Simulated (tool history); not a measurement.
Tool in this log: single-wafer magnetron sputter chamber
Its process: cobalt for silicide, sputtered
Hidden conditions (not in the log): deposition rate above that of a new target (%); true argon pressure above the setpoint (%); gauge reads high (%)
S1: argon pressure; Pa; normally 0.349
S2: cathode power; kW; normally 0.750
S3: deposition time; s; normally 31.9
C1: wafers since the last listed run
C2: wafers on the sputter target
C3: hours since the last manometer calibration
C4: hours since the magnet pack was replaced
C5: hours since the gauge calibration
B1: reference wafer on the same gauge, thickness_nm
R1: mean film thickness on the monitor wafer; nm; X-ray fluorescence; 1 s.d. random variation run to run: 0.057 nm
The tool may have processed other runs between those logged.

| run | day | S1 | S2 | S3 | C1 | C2 | C3 | C4 | C5 | B1 | R1 |
|---|---|---|---|---|---|---|---|---|---|---|---|
| 1 | 0.000 | 0.349 | 0.750 | 31.9 | 0 | 3573 | 2136.5 | 12804.8 | 388.0 | 13.109 | 12.543 |
|  | 1.079 | sputter target and shields replaced |
| 2 | 1.100 | 0.349 | 0.750 | 31.9 | 297 | 8 | 2162.9 | 12831.2 | 414.4 | 13.080 | 12.880 |
|  | 2.275 | magnet pack replaced |
| 3 | 2.296 | 0.267 | 0.750 | 31.9 | 335 | 343 | 2191.6 | 0.5 | 443.1 | 13.081 | 13.206 |
| 4 | 2.696 | 0.349 | 0.700 | 31.9 | 155 | 498 | 2201.2 | 10.1 | 452.7 | 13.112 | 11.957 |
| 5 | 3.592 | 0.414 | 0.750 | 31.9 | 348 | 846 | 2222.7 | 31.6 | 474.2 | 13.119 | 12.452 |
| 6 | 4.817 | 0.414 | 0.750 | 31.9 | 476 | 1322 | 2252.1 | 61.0 | 503.6 | 13.090 | 12.464 |
| 7 | 5.446 | 0.414 | 0.750 | 31.9 | 244 | 1567 | 2267.2 | 76.1 | 518.7 | 13.137 | 12.372 |
| 8 | 6.150 | 0.349 | 0.650 | 30.1 | 273 | 1840 | 2284.1 | 93.0 | 535.6 | 13.113 | 10.333 |
| 9 | 7.333 | 0.349 | 0.750 | 31.9 | 459 | 2300 | 2312.5 | 121.4 | 564.0 | 13.099 | 12.572 |
| 10 | 8.108 | 0.349 | 0.750 | 34.1 | 301 | 2601 | 2331.1 | 140.0 | 582.6 | 13.082 | 13.503 |
| 11 | 9.225 | 0.349 | 0.750 | 31.9 | 433 | 3035 | 2357.9 | 166.8 | 609.4 | 13.097 | 12.498 |
| 12 | 10.396 | 0.349 | 0.750 | 31.9 | 454 | 3490 | 2386.0 | 194.9 | 637.5 | 13.137 | 12.403 |
|  | 11.188 | sputter target and shields replaced |
| 13 | 11.421 | 0.260 | 0.600 | 26.8 | 268 | 89 | 2410.6 | 219.5 | 662.1 | 13.107 | 8.917 |
| 14 | 12.896 | 0.253 | 0.700 | 31.9 | 573 | 663 | 2446.0 | 254.9 | 697.5 | 13.113 | 12.236 |
| 15 | 13.854 | 0.468 | 0.650 | 31.9 | 372 | 1035 | 2469.0 | 277.9 | 720.5 | 13.075 | 10.645 |
| 16 | 15.225 | 0.221 | 0.650 | 31.9 | 532 | 1568 | 2501.9 | 310.8 | 753.4 | 13.095 | 11.248 |
| 17 | 16.712 | 0.414 | 0.750 | 31.9 | 578 | 2146 | 2537.6 | 346.5 | 789.1 | 13.107 | 12.344 |
|  | 19.083 | gauge calibrated |
| 18 | 19.146 | 0.349 | 0.650 | 26.9 | 945 | 3091 | 2596.0 | 404.9 | 1.5 | 13.083 | 9.113 |
|  | 20.058 | capacitance manometer re-zeroed and calibrated |
| 19 | 20.288 | 0.349 | 0.750 | 31.9 | 314 | 3405 | 5.5 | 432.3 | 28.9 | 13.075 | 12.437 |
| 20 | 21.708 | 0.432 | 0.800 | 36.5 | 552 | 3957 | 39.6 | 466.4 | 63.0 | 13.111 | 14.879 |
| 21 | 22.983 | 0.387 | 0.800 | 29.3 | 495 | 4453 | 70.2 | 497.0 | 93.6 | 13.091 | 12.110 |
|  | 24.171 | sputter target and shields replaced |
| 22 | 24.371 | 0.281 | 0.900 | 38.2 | 409 | 76 | 103.5 | 530.3 | 126.9 | 13.110 | 19.193 |
| 23 | 25.233 | 0.402 | 0.750 | 31.9 | 335 | 412 | 124.2 | 551.0 | 147.6 | 13.083 | 12.619 |
| 24 | 26.275 | 0.283 | 0.850 | 26.1 | 404 | 816 | 149.2 | 576.0 | 172.6 | 13.123 | 12.135 |
| 25 | 27.467 | 0.456 | 0.850 | 37.7 | 463 | 1279 | 177.8 | 604.6 | 201.2 | 13.104 | 16.437 |
| 26 | 28.279 | 0.349 | 0.750 | 31.9 | 315 | 1595 | 197.3 | 624.1 | 220.7 | 13.098 | 12.708 |
| 27 | 28.983 | 0.299 | 0.900 | 29.4 | 273 | 1869 | 214.2 | 641.0 | 237.6 | 13.091 | 14.184 |
| 28 | 29.733 | 0.438 | 0.600 | 26.9 | 291 | 2160 | 232.2 | 659.0 | 255.6 | 13.127 | 8.349 |
| 29 | 30.904 | 0.349 | 0.800 | 30.0 | 454 | 2615 | 260.3 | 687.1 | 283.7 | 13.108 | 12.605 |
| 30 | 31.479 | 0.310 | 0.750 | 31.9 | 223 | 2839 | 274.1 | 700.9 | 297.5 | 13.117 | 12.746 |
| 31 | 32.058 | 0.401 | 0.850 | 38.0 | 225 | 3064 | 288.0 | 714.8 | 311.4 | 13.120 | 16.701 |
| 32 | 32.950 | 0.433 | 0.600 | 36.8 | 346 | 3410 | 309.4 | 736.2 | 332.8 | 13.109 | 11.275 |
| 33 | 33.808 | 0.349 | 0.750 | 31.9 | 333 | 3744 | 330.0 | 756.8 | 353.4 | 13.106 | 12.576 |
|  | 34.329 | sputter target and shields replaced |
| 34 | 35.092 | 0.294 | 0.600 | 37.1 | 369 | 295 | 360.8 | 787.6 | 384.2 | 13.103 | 12.115 |

Measured minus without-hidden-state, run by run (identical run-to-run variation in each term; gauge scatter may differ):
| run | R1 |
|---|---|
| 1 | -0.503 |
| 2 | -0.051 |
| 3 | -0.186 |
| 4 | -0.203 |
| 5 | -0.277 |
| 6 | -0.347 |
| 7 | -0.373 |
| 8 | -0.333 |
| 9 | -0.441 |
| 10 | -0.493 |
| 11 | -0.477 |
| 12 | -0.489 |
| 13 | -0.084 |
| 14 | -0.256 |
| 15 | -0.282 |
| 16 | -0.365 |
| 17 | -0.457 |
| 18 | -0.378 |
| 19 | -0.532 |
| 20 | -0.654 |
| 21 | -0.541 |
| 22 | -0.080 |
| 23 | -0.145 |
| 24 | -0.224 |
| 25 | -0.403 |
| 26 | -0.352 |
| 27 | -0.425 |
| 28 | -0.267 |
| 29 | -0.435 |
| 30 | -0.452 |
| 31 | -0.605 |
| 32 | -0.421 |
| 33 | -0.480 |
| 34 | -0.106 |
